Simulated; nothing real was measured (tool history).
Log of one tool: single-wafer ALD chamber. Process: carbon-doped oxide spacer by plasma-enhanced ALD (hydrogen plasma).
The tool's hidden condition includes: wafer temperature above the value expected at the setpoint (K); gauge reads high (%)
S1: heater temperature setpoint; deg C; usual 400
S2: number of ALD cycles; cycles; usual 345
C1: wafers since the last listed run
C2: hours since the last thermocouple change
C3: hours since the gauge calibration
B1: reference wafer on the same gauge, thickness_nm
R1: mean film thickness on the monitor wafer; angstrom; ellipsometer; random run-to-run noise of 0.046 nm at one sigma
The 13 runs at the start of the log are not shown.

run	hour	S1	S2	C1	C2	C3	B1	R1
14	533.1	400	345	48	1005.4	615.6	18.231	180.64
15	587.8	400	345	40	1060.1	670.3	18.169	181.42
16	638.4	400	345	37	1110.7	720.9	18.135	179.28
17	684.7	400	345	34	1157	767.2	18.122	179.5
18	723.9	400	345	29	1196.2	806.4	18.104	179.81
19	771.8	400	311	35	1244.1	854.3	18.032	161.45
20	797.3	392	313	18	1269.6	879.8	18.007	162.06
21	865.4	400	399	50	1337.7	947.9	17.974	205.21
# hour 918.4: gauge calibrated
22	925.9	400	345	44	1398.2	7.5	18.373	181.64
23	966.4	400	300	29	1438.7	48	18.357	158.57
24	997.8	392	300	23	1470.1	79.4	18.375	158.92
25	1051.7	400	345	39	1524	133.3	18.349	181.93
# hour 1121.2: thermocouple changed; heater temperature recalibrated
26	1214	400	345	114	92.8	295.6	18.337	181.58
27	1249.5	393	289	26	128.3	331.1	18.323	151.84
28	1301.6	396	309	38	180.4	383.2	18.284	163.54
29	1356	404	371	40	234.8	437.6	18.277	192.93
30	1395.9	404	371	29	274.7	477.5	18.234	192.55
31	1440.5	395	376	33	319.3	522.1	18.238	196.54
32	1469.4	406	297	21	348.2	551	18.217	153.07
33	1521.2	405	345	38	400	602.8	18.199	178.13
34	1573.3	400	345	38	452.1	654.9	18.176	179.32
35	1628.6	387	377	40	507.4	710.2	18.104	196.53
36	1684.2	410	282	41	563	765.8	18.071	142.81
37	1730.1	387	345	33	608.9	811.7	18.028	178.45

Here are 5 independent what-if runs from the current tool condition. What would each one return?
A	1731	400	286	0	609.8	812.6	?	?
B	1731	412	381	0	609.8	812.6	?	?
C	1731	400	292	0	609.8	812.6	?	?
D	1731	407	345	0	609.8	812.6	?	?
E	1731	391	413	0	609.8	812.6	?	?

run	B1	R1
A	18.029	147.76
B	18.029	190.6
C	18.029	150.86
D	18.029	174.94
E	18.029	213.37
With the hidden condition removed and each run's random variation left untouched, the same runs would have given:
run	R1
A	150.77
B	194.49
C	153.94
D	178.52
E	217.73

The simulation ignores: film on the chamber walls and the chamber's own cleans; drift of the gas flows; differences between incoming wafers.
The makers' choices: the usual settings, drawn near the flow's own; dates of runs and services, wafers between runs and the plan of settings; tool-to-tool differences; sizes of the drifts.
